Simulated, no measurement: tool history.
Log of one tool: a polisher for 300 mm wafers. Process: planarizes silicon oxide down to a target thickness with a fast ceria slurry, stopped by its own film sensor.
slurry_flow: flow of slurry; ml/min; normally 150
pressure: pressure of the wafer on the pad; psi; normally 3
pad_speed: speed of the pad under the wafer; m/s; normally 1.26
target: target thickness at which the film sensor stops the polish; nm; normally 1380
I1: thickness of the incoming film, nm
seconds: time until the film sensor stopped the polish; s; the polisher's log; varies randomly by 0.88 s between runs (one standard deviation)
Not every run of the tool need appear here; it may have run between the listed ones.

Run 1, day 0: usual settings but target 1229 nm; I1 3046.1. Result: seconds 95.4 s.
At day 1.896: worn pad replaced by a new one.
Run 2, day 2.908: usual settings but target 1229 nm; I1 3090.2. Result: seconds 96.2 s.
Run 3, day 4.617: usual settings but pressure 3.3 psi, target 1593 nm; I1 3006.8. Result: seconds 66.3 s.
Run 4, day 5.621: usual settings but pressure 3.3 psi, target 1593 nm; I1 3059.5. Result: seconds 70 s.
Run 5, day 6.625: usual settings but slurry_flow 165 ml/min; I1 3056.9. Result: seconds 86.7 s.
Run 6, day 9.2: usual settings but slurry_flow 165 ml/min; I1 3055.1. Result: seconds 86 s.
Run 7, day 10.288: usual settings but slurry_flow 180 ml/min; I1 3066.4. Result: seconds 86.5 s.
At day 10.8: worn pad replaced by a new one.
Run 8, day 11.371: usual settings but slurry_flow 180 ml/min; I1 3010.6. Result: seconds 83.5 s.
Run 9, day 12.458: usual settings but pad_speed 1.58 m/s; I1 3036.6. Result: seconds 68.3 s.
At day 13.25: slurry nozzle cleaned.
Run 10, day 14.312: usual settings but pad_speed 1.58 m/s; I1 3049.3. Result: seconds 69.5 s.
Run 11, day 15.792: usual settings but pad_speed 1.58 m/s; I1 3010. Result: seconds 66.6 s.
Run 12, day 17.421: usual settings; I1 3022. Result: seconds 86.1 s.
Run 13, day 18.783: usual settings but slurry_flow 200 ml/min, pressure 2.1 psi, pad_speed 1.66 m/s, target 1106 nm; I1 3008. Result: seconds 100.7 s.
At day 19.262: worn pad replaced by a new one.
Run 14, day 20.954: usual settings but pressure 3.4 psi, pad_speed 1.12 m/s, target 1871 nm; I1 3015. Result: seconds 59.5 s.
At day 21.975: head pressure recalibrated.
Run 15, day 22.617: usual settings but target 1530 nm; I1 3089.7. Result: seconds 80.4 s.
Run 16, day 23.875: usual settings but slurry_flow 185 ml/min, pressure 3.6 psi; I1 3014.1. Result: seconds 68.6 s.
Run 17, day 26.079: usual settings but target 1229 nm; I1 3047.3. Result: seconds 93.3 s.
Run 18, day 27.688: usual settings but pad_speed 1.58 m/s; I1 3069.8. Result: seconds 70.7 s.
At day 27.962: worn pad replaced by a new one.
Run 19, day 30.683: usual settings but pad_speed 0.88 m/s, target 1574 nm; I1 3067. Result: seconds 110.7 s.
Run 20, day 32.471: usual settings but target 1534 nm; I1 3049. Result: seconds 80.1 s.
Run 21, day 33.942: usual settings but slurry_flow 165 ml/min, pad_speed 1.46 m/s; I1 3061.5. Result: seconds 74.1 s.
Run 22, day 36.029: usual settings but slurry_flow 125 ml/min, pressure 2.2 psi, pad_speed 1.14 m/s, target 1791 nm; I1 3042.4. Result: seconds 100.7 s.
At day 36.438: worn pad replaced by a new one.
Run 23, day 37.483: usual settings but slurry_flow 110 ml/min; I1 3047.9. Result: seconds 89.9 s.
Run 24, day 39.025: usual settings; I1 2991.1. Result: seconds 83.8 s.

3 ways to go on from here, each from the tool as it stands after run 24. What would each give?
Run A, day 39.042: usual settings; I1 3049.1. Result: seconds ?.
Run B, day 39.042: usual settings but pressure 3.4 psi, target 1029 nm; I1 3049.1. Result: seconds ?.
Run C, day 39.042: usual settings but pressure 3.3 psi; I1 3049.1. Result: seconds ?.

run  seconds
  A     86.9
  B       93
  C     79.1
What these runs would have given with no unlogged condition in the tool:
run  seconds
  A     86.9
  B       93
  C     79.1
